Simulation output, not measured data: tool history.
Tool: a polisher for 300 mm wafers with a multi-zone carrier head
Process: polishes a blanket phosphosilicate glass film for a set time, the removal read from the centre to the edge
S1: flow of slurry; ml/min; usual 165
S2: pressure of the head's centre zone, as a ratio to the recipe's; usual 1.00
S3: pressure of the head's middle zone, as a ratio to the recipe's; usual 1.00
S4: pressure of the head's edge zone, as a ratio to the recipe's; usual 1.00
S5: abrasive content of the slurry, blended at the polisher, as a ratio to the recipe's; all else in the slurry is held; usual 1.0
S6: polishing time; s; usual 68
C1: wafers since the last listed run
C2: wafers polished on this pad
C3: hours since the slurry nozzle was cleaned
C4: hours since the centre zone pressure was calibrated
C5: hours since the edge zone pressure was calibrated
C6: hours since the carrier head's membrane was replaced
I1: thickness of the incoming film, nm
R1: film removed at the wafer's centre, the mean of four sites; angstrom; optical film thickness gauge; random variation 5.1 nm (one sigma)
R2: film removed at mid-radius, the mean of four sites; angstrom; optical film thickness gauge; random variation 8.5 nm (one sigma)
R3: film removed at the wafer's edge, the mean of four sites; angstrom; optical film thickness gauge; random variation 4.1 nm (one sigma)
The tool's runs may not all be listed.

run 1 day=0.000 | S1=165 S2=1.00 S3=1.00 S4=1.00 S5=1.1 S6=68 | C1=0 C2=4 C3=138.4 C4=1093.1 C5=85.3 C6=662.9 | I1=3482.9 | R1=6678 R2=6222 R3=6452
run 2 day=1.025 | S1=195 S2=1.00 S3=1.10 S4=1.00 S5=1.0 S6=49 | C1=217 C2=221 C3=163.0 C4=1117.7 C5=109.9 C6=687.5 | I1=3512.0 | R1=4606 R2=4638 R3=4479
-- day=1.279 carrier head's membrane replaced by a new one
run 3 day=2.329 | S1=200 S2=1.00 S3=1.00 S4=1.00 S5=1.1 S6=48 | C1=232 C2=453 C3=194.3 C4=1149.0 C5=141.2 C6=25.2 | I1=3519.2 | R1=4829 R2=4387 R3=4659
run 4 day=3.308 | S1=165 S2=1.00 S3=1.05 S4=1.00 S5=1.0 S6=68 | C1=207 C2=661 C3=217.8 C4=1172.5 C5=164.7 C6=48.7 | I1=3550.0 | R1=6372 R2=6080 R3=6114
run 5 day=4.625 | S1=220 S2=1.00 S3=1.00 S4=0.91 S5=1.0 S6=86 | C1=278 C2=939 C3=249.4 C4=1204.1 C5=196.3 C6=80.3 | I1=3512.7 | R1=8251 R2=7665 R3=7609
run 6 day=5.917 | S1=220 S2=1.00 S3=1.00 S4=0.91 S5=1.0 S6=86 | C1=273 C2=1213 C3=280.4 C4=1235.1 C5=227.3 C6=111.3 | I1=3542.0 | R1=8320 R2=7499 R3=7571
-- day=5.988 slurry nozzle cleaned
run 7 day=6.738 | S1=165 S2=1.00 S3=1.00 S4=1.00 S5=1.0 S6=59 | C1=164 C2=1378 C3=18.0 C4=1254.8 C5=247.0 C6=131.0 | I1=3471.5 | R1=5540 R2=5124 R3=5293
-- day=7.038 centre zone pressure recalibrated
run 8 day=7.533 | S1=165 S2=1.00 S3=1.00 S4=1.00 S5=1.0 S6=68 | C1=150 C2=1529 C3=37.1 C4=11.9 C5=266.1 C6=150.1 | I1=3571.1 | R1=5084 R2=5896 R3=6189
run 9 day=8.117 | S1=105 S2=1.00 S3=1.00 S4=1.00 S5=1.0 S6=68 | C1=123 C2=1652 C3=51.1 C4=25.9 C5=280.1 C6=164.1 | I1=3445.4 | R1=4785 R2=5540 R3=5937
-- day=8.862 worn pad replaced by a new one
run 10 day=8.883 | S1=165 S2=1.00 S3=1.00 S4=0.89 S5=1.0 S6=68 | C1=127 C2=4 C3=69.5 C4=44.3 C5=298.5 C6=182.5 | I1=3506.6 | R1=5173 R2=5842 R3=5799
run 11 day=9.371 | S1=165 S2=1.00 S3=1.00 S4=1.00 S5=1.0 S6=68 | C1=103 C2=107 C3=81.2 C4=56.0 C5=310.2 C6=194.2 | I1=3495.6 | R1=5077 R2=5785 R3=6092
run 12 day=9.900 | S1=165 S2=1.05 S3=1.11 S4=1.00 S5=1.0 S6=68 | C1=112 C2=219 C3=93.9 C4=68.7 C5=322.9 C6=206.9 | I1=3458.9 | R1=5302 R2=6584 R3=6162
run 13 day=10.708 | S1=120 S2=0.88 S3=1.00 S4=1.00 S5=1.0 S6=68 | C1=171 C2=390 C3=113.3 C4=88.1 C5=342.3 C6=226.3 | I1=3543.0 | R1=4282 R2=5689 R3=5985

Run 14 comes next. What will it give?
run 14 day=12.071 | S1=115 S2=1.00 S3=1.00 S4=1.00 S5=1.0 S6=68 | C1=288 C2=678 C3=146.0 C4=120.8 C5=375.0 C6=259.0 | I1=3506.6 | R1=? R2=? R3=?

Run 14 gave R1 4843 angstrom, R2 5648 angstrom, R3 5978 angstrom.
Without the tool's hidden state the same run would have given R1 5632 angstrom, R2 5644 angstrom, R3 5978 angstrom.
